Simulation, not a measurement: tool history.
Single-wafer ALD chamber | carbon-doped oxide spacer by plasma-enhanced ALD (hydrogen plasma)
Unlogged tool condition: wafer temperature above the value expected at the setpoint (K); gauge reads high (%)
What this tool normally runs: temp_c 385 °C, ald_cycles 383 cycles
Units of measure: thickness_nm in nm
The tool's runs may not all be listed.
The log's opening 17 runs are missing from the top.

run,hour,temp_c,ald_cycles,wafers since the last listed run,hours since the last thermocouple change,hours since the gauge calibration,"read-back reference wafer on the same gauge, thickness_nm",thickness_nm
18,1444.3,390,407,86,121.2,184.1,24.458,21.92
19,1543.6,381,459,128,220.5,283.4,24.459,24.778
20,1630.1,385,383,112,307,369.9,24.442,20.616
21,1917.1,379,358,372,594,656.9,24.438,19.279
22,2017.1,399,339,129,694,756.9,24.426,18.303
23,2064.4,378,383,61,741.3,804.2,24.425,20.701
24,2150,374,353,111,826.9,889.8,24.432,18.998
25,2247.8,398,342,126,924.7,987.6,24.383,18.436
26,2297.8,385,383,64,974.7,1037.6,24.394,20.547
27,2424.9,394,427,165,1101.8,1164.7,24.378,23.053
28,2514.1,394,434,115,1191,1253.9,24.382,23.33
29,2559.7,385,383,59,1236.6,1299.5,24.355,20.629
30,2664.6,394,361,136,1341.5,1404.4,24.339,19.408
31,2749.5,392,383,110,1426.4,1489.3,24.336,20.557
32,2831.9,380,319,106,1508.8,1571.7,24.317,17.136
33,2888.3,385,383,73,1565.2,1628.1,24.317,20.485

Below are 5 alternative next runs, each starting from the tool's condition after run 33. Predict each:
A,2889.3,379,383,1,1566.2,1629.1,?,?
B,2889.3,373,383,1,1566.2,1629.1,?,?
C,2889.3,398,403,1,1566.2,1629.1,?,?
D,2889.3,397,417,1,1566.2,1629.1,?,?
E,2889.3,389,348,1,1566.2,1629.1,?,?

run,"read-back reference wafer on the same gauge, thickness_nm",thickness_nm
A,24.304,20.59
B,24.304,20.59
C,24.304,21.665
D,24.304,22.417
E,24.304,18.708
Without the tool's unlogged condition, the same runs would have read:
run,thickness_nm
A,20.67
B,20.67
C,21.749
D,22.505
E,18.781
